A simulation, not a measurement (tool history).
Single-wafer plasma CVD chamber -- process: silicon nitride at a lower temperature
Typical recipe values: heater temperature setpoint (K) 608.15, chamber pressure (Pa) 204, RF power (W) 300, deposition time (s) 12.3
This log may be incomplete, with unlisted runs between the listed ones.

run,hour,heater temperature setpoint (K),chamber pressure (Pa),RF power (W),deposition time (s),"read-back reference wafer on the same gauge, thickness_nm",mean film thickness on the monitor wafer (nm)
1,0,608.15,204,280,12.3,11.19,12.964
2,103.6,608.15,204,280,12.3,11.202,12.746
3,148.8,608.15,204,280,12.3,11.208,12.916
4,228.8,608.15,204,300,10.8,11.195,11.749
5,382.5,608.15,204,330,12.3,11.201,14.175
6,481.5,608.15,204,330,12.3,11.199,14.17
# hour 581.2: thermocouple changed; heater temperature recalibrated
# hour 615.4: RF generator calibrated
# hour 647.8: gauge calibrated
7,692,608.15,204,330,12.3,11.197,14.319
8,795.2,597.15,204,300,12.3,11.216,13.315
9,889.7,608.15,204,300,12.3,11.194,13.27
10,964.5,608.15,204,300,12.3,11.196,13.407
11,1022.2,608.15,204,300,12.3,11.204,13.433
# hour 1073.3: capacitance manometer re-zeroed and calibrated
12,1104.2,608.15,204,300,11.4,11.197,12.44
13,1164.1,604.15,167,270,13.2,11.208,12.938

Forecast run 14:
14,1224.3,608.15,153,300,10.4,?,?

{"run 14": {"read-back reference wafer on the same gauge, thickness_nm": 11.195, "mean film thickness on the monitor wafer (nm)": 10.678}}
Take away the tool's hidden state, keep the run-to-run variation as it was, and the same run would have given mean film thickness on the monitor wafer (nm) 10.678.

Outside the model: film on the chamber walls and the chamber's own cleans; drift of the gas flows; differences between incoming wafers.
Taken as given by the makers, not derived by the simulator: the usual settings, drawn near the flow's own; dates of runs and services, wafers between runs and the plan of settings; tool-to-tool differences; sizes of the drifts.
